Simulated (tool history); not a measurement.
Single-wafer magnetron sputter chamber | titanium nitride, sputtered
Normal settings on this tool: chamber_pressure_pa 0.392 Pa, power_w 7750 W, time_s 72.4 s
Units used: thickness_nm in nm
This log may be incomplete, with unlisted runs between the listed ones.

run,hour,chamber_pressure_pa,power_w,time_s,wafers since the last listed run,wafers on the sputter target,hours since the last manometer calibration,hours since the magnet pack was replaced,hours since the gauge calibration,"read-back reference wafer on the same gauge, thickness_nm",thickness_nm
1,0,0.477,7750,72.4,0,2634,971.8,5494,501.4,118.539,110.252
2,68.8,0.477,7750,72.4,899,3534,1040.6,5562.8,570.2,118.621,109.846
3,253.1,0.392,7750,72.4,2409,5943,1224.9,5747.1,754.5,118.766,114.201
# hour 297.9: sputter target and shields replaced
4,348.1,0.392,7750,72.4,1137,656,1319.9,5842.1,849.5,118.755,113.818
5,453.6,0.392,7750,72.4,1379,2035,1425.4,5947.6,955,118.917,114.493
6,549.2,0.46,7750,72.4,1249,3285,1521,6043.2,1050.6,119.122,111.768
7,690.5,0.46,7750,72.4,1847,5132,1662.3,6184.5,1191.9,119.196,111.432
8,777,0.46,7750,72.4,1130,6262,1748.8,6271,1278.4,119.248,112.012
9,853.3,0.392,8600,72.4,997,7260,1825.1,6347.3,1354.7,118.954,126.372
10,907.8,0.392,8600,72.4,712,7972,1879.6,6401.8,1409.2,119.207,126.381
# hour 943.9: sputter target and shields replaced
# hour 983.3: magnet pack replaced
11,983.8,0.392,8600,72.4,784,417,1955.6,0.5,1485.2,119.283,126.284
# hour 1020.6: gauge calibrated
12,1021.2,0.392,7750,72.4,488,906,1993,37.9,0.6,116.84,112.167
13,1060.3,0.392,7750,69.1,511,1417,2032.1,77,39.7,116.859,106.982
14,1138.1,0.392,7750,63.4,1016,2434,2109.9,154.8,117.5,117.263,98.797
15,1244.7,0.489,7750,86.8,1393,3827,2216.5,261.4,224.1,117.7,131.152
16,1331.9,0.538,7050,76.5,1139,4967,2303.7,348.6,311.3,117.999,103.949
17,1378,0.392,6400,65.2,602,5570,2349.8,394.7,357.4,118.071,85.492
18,1417.5,0.392,6250,72.4,516,6086,2389.3,434.2,396.9,118.111,92.568
# hour 1439.9: capacitance manometer re-zeroed and calibrated
# hour 1490.8: sputter target and shields replaced
19,1491.3,0.392,7750,84.8,755,6,51.4,508,470.7,118.32,132.535
20,1530.7,0.306,7750,72.4,515,521,90.8,547.4,510.1,118.381,117.817
21,1617.3,0.531,8750,72.4,1131,1653,177.4,634,596.7,118.5,121.712
22,1656,0.392,7750,72.4,505,2159,216.1,672.7,635.4,118.636,113.372
23,1763.3,0.392,7750,72.4,1402,3562,323.4,780,742.7,118.641,114.671
24,1860.8,0.349,7750,72.4,1274,4836,420.9,877.5,840.2,118.804,116.183
25,1940.9,0.392,7750,61.2,1047,5883,501,957.6,920.3,118.901,96.842
26,2007.5,0.392,9450,63.8,870,6754,567.6,1024.2,986.9,118.884,121.445
27,2067.3,0.392,6250,72.4,781,7536,627.4,1084,1046.7,118.838,93.516

What if the next run were any one of these 4? Each begins from the tool's condition after run 27:
A,2067.7,0.392,8300,72.4,5,7541,627.8,1084.4,1047.1,?,?
B,2067.7,0.454,8350,78.6,5,7541,627.8,1084.4,1047.1,?,?
C,2067.7,0.5,7750,83.4,5,7541,627.8,1084.4,1047.1,?,?
D,2067.7,0.392,6050,72.4,5,7541,627.8,1084.4,1047.1,?,?

run,"read-back reference wafer on the same gauge, thickness_nm",thickness_nm
A,119.034,121.871
B,119.034,130.026
C,119.034,126.423
D,119.034,90.63
Stripped of hidden state, with their random variation kept, the same runs would have yielded:
run,thickness_nm
A,119.835
B,127.854
C,124.31
D,89.116

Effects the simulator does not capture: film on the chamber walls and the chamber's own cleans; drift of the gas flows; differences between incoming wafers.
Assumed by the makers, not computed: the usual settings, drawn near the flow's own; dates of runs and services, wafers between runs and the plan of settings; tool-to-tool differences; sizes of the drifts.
